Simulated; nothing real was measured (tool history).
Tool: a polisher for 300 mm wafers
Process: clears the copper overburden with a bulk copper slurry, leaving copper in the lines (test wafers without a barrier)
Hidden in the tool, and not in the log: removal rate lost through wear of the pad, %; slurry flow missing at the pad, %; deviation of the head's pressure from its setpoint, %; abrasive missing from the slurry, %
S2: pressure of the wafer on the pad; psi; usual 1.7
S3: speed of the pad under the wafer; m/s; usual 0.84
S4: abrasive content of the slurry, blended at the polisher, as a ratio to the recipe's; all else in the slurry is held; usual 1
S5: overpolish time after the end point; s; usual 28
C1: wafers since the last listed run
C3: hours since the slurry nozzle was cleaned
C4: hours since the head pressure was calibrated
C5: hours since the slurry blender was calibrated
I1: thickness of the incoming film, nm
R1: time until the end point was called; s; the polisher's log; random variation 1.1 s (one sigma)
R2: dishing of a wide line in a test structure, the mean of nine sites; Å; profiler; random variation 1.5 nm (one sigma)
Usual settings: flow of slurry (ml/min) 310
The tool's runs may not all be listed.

run 1 hour=0 | flow_of_slurry_(ml/min)=310 S2=1.7 S3=0.84 S4=1 S5=28 | C1=0 wafers_polished_on_this_pad=1288 C3=236.2 C4=278.7 C5=358.4 | I1=462.2 | R1=113.8 R2=638
run 2 hour=53 | flow_of_slurry_(ml/min)=310 S2=1.7 S3=0.84 S4=1 S5=28 | C1=387 wafers_polished_on_this_pad=1676 C3=289.2 C4=331.7 C5=411.4 | I1=462.4 | R1=114.7 R2=616
-- hour=111.5 slurry blender recalibrated
-- hour=160.6 slurry nozzle cleaned
-- hour=240.9 worn pad replaced by a new one
run 3 hour=255.5 | flow_of_slurry_(ml/min)=310 S2=1.7 S3=0.84 S4=1 S5=17 | C1=1429 wafers_polished_on_this_pad=106 C3=94.9 C4=534.2 C5=144 | I1=476.2 | R1=115 R2=448
run 4 hour=338 | flow_of_slurry_(ml/min)=275 S2=1.7 S3=0.84 S4=1 S5=28 | C1=603 wafers_polished_on_this_pad=710 C3=177.4 C4=616.7 C5=226.5 | I1=473.8 | R1=116.3 R2=622
run 5 hour=439.3 | flow_of_slurry_(ml/min)=310 S2=1.7 S3=0.84 S4=1 S5=28 | C1=740 wafers_polished_on_this_pad=1451 C3=278.7 C4=718 C5=327.8 | I1=470 | R1=115.1 R2=642
run 6 hour=501 | flow_of_slurry_(ml/min)=310 S2=1.4 S3=0.84 S4=1 S5=28 | C1=451 wafers_polished_on_this_pad=1902 C3=340.4 C4=779.7 C5=389.5 | I1=467.9 | R1=142.3 R2=544
-- hour=531.9 slurry nozzle cleaned
run 7 hour=581.9 | flow_of_slurry_(ml/min)=310 S2=1.4 S3=0.84 S4=1 S5=28 | C1=584 wafers_polished_on_this_pad=2486 C3=50 C4=860.6 C5=470.4 | I1=461.2 | R1=140.1 R2=548
-- hour=589.1 slurry blender recalibrated
-- hour=614.1 worn pad replaced by a new one
-- hour=660.2 head pressure recalibrated
run 8 hour=681.8 | flow_of_slurry_(ml/min)=310 S2=1.7 S3=0.84 S4=1 S5=28 | C1=672 wafers_polished_on_this_pad=480 C3=149.9 C4=21.6 C5=92.7 | I1=467 | R1=112.9 R2=664
run 9 hour=743.8 | flow_of_slurry_(ml/min)=310 S2=1.7 S3=0.84 S4=1 S5=28 | C1=453 wafers_polished_on_this_pad=934 C3=211.9 C4=83.6 C5=154.7 | I1=477 | R1=115.3 R2=639
run 10 hour=785.2 | flow_of_slurry_(ml/min)=310 S2=1.7 S3=0.84 S4=1 S5=28 | C1=302 wafers_polished_on_this_pad=1237 C3=253.3 C4=125 C5=196.1 | I1=472.9 | R1=116.6 R2=644
run 11 hour=866 | flow_of_slurry_(ml/min)=310 S2=1.7 S3=0.84 S4=1 S5=28 | C1=590 wafers_polished_on_this_pad=1828 C3=334.1 C4=205.8 C5=276.9 | I1=478.9 | R1=116.6 R2=626
-- hour=891 slurry nozzle cleaned
run 12 hour=950.3 | flow_of_slurry_(ml/min)=310 S2=1.7 S3=0.84 S4=1 S5=28 | C1=609 wafers_polished_on_this_pad=2437 C3=59.3 C4=290.1 C5=361.2 | I1=466.3 | R1=115.3 R2=627
run 13 hour=996.2 | flow_of_slurry_(ml/min)=310 S2=1.7 S3=0.84 S4=1 S5=28 | C1=335 wafers_polished_on_this_pad=2772 C3=105.2 C4=336 C5=407.1 | I1=477 | R1=120.3 R2=641
-- hour=1004.9 slurry blender recalibrated
-- hour=1007.5 worn pad replaced by a new one
run 14 hour=1072.4 | flow_of_slurry_(ml/min)=310 S2=1.7 S3=1.04 S4=1 S5=28 | C1=523 wafers_polished_on_this_pad=474 C3=181.4 C4=412.2 C5=67.5 | I1=469.3 | R1=90.6 R2=710
run 15 hour=1165.7 | flow_of_slurry_(ml/min)=235 S2=1.7 S3=0.84 S4=1 S5=28 | C1=682 wafers_polished_on_this_pad=1156 C3=274.7 C4=505.5 C5=160.8 | I1=474.2 | R1=117 R2=643
run 16 hour=1230.6 | flow_of_slurry_(ml/min)=310 S2=1.7 S3=0.84 S4=0.85 S5=14 | C1=474 wafers_polished_on_this_pad=1631 C3=339.6 C4=570.4 C5=225.7 | I1=466.1 | R1=114.3 R2=373
-- hour=1304 slurry nozzle cleaned
run 17 hour=1323.3 | flow_of_slurry_(ml/min)=310 S2=1.7 S3=0.84 S4=1 S5=28 | C1=670 wafers_polished_on_this_pad=2302 C3=19.3 C4=663.1 C5=318.4 | I1=463.9 | R1=112.8 R2=655
-- hour=1371.9 worn pad replaced by a new one
run 18 hour=1420.8 | flow_of_slurry_(ml/min)=310 S2=1.7 S3=0.84 S4=0.85 S5=28 | C1=683 wafers_polished_on_this_pad=357 C3=116.8 C4=760.6 C5=415.9 | I1=466.1 | R1=118.2 R2=607
-- hour=1424.2 slurry blender recalibrated
run 19 hour=1502.6 | flow_of_slurry_(ml/min)=385 S2=1.7 S3=0.6 S4=0.9 S5=28 | C1=583 wafers_polished_on_this_pad=941 C3=198.6 C4=842.4 C5=78.4 | I1=472.6 | R1=159.3 R2=499
run 20 hour=1553.2 | flow_of_slurry_(ml/min)=245 S2=1.7 S3=0.84 S4=1 S5=28 | C1=370 wafers_polished_on_this_pad=1311 C3=249.2 C4=893 C5=129 | I1=473.5 | R1=115.6 R2=623
-- hour=1567.4 head pressure recalibrated
run 21 hour=1616.3 | flow_of_slurry_(ml/min)=310 S2=1.7 S3=0.84 S4=1 S5=28 | C1=446 wafers_polished_on_this_pad=1758 C3=312.3 C4=48.9 C5=192.1 | I1=468.7 | R1=115.6 R2=646
-- hour=1659 slurry nozzle cleaned
run 22 hour=1720.3 | flow_of_slurry_(ml/min)=310 S2=1.7 S3=0.84 S4=1 S5=37 | C1=753 wafers_polished_on_this_pad=2511 C3=61.3 C4=152.9 C5=296.1 | I1=475.6 | R1=116.1 R2=746
-- hour=1737.7 worn pad replaced by a new one
run 23 hour=1784.8 | flow_of_slurry_(ml/min)=410 S2=1.7 S3=0.6 S4=1 S5=28 | C1=442 wafers_polished_on_this_pad=344 C3=125.8 C4=217.4 C5=360.6 | I1=478.8 | R1=165.2 R2=509
run 24 hour=1828.3 | flow_of_slurry_(ml/min)=310 S2=1.7 S3=0.84 S4=1 S5=28 | C1=318 wafers_polished_on_this_pad=662 C3=169.3 C4=260.9 C5=404.1 | I1=465.6 | R1=116.3 R2=614

Forecast each of these 5 alternatives for the next run:
run A hour=1828.8 | flow_of_slurry_(ml/min)=310 S2=1.7 S3=0.84 S4=1 S5=28 | C1=3 wafers_polished_on_this_pad=666 C3=169.8 C4=261.4 C5=404.6 | I1=473.3 | R1=? R2=?
run B hour=1828.8 | flow_of_slurry_(ml/min)=310 S2=1.7 S3=1 S4=1.1 S5=11 | C1=3 wafers_polished_on_this_pad=666 C3=169.8 C4=261.4 C5=404.6 | I1=473.3 | R1=? R2=?
run C hour=1828.8 | flow_of_slurry_(ml/min)=310 S2=2.3 S3=0.84 S4=1 S5=28 | C1=3 wafers_polished_on_this_pad=666 C3=169.8 C4=261.4 C5=404.6 | I1=473.3 | R1=? R2=?
run D hour=1828.8 | flow_of_slurry_(ml/min)=310 S2=1.9 S3=0.98 S4=1 S5=28 | C1=3 wafers_polished_on_this_pad=666 C3=169.8 C4=261.4 C5=404.6 | I1=473.3 | R1=? R2=?
run E hour=1828.8 | flow_of_slurry_(ml/min)=310 S2=1.7 S3=0.84 S4=1 S5=45 | C1=3 wafers_polished_on_this_pad=666 C3=169.8 C4=261.4 C5=404.6 | I1=473.3 | R1=? R2=?

run=A R1=119.8 R2=633
run=B R1=98.8 R2=363
run=C R1=88.6 R2=798
run=D R1=91.9 R2=759
run=E R1=119.8 R2=835
Without the tool's hidden state the same runs would have given:
run=A R1=114.5 R2=652
run=B R1=94.4 R2=376
run=C R1=84.6 R2=820
run=D R1=87.8 R2=780
run=E R1=114.5 R2=854
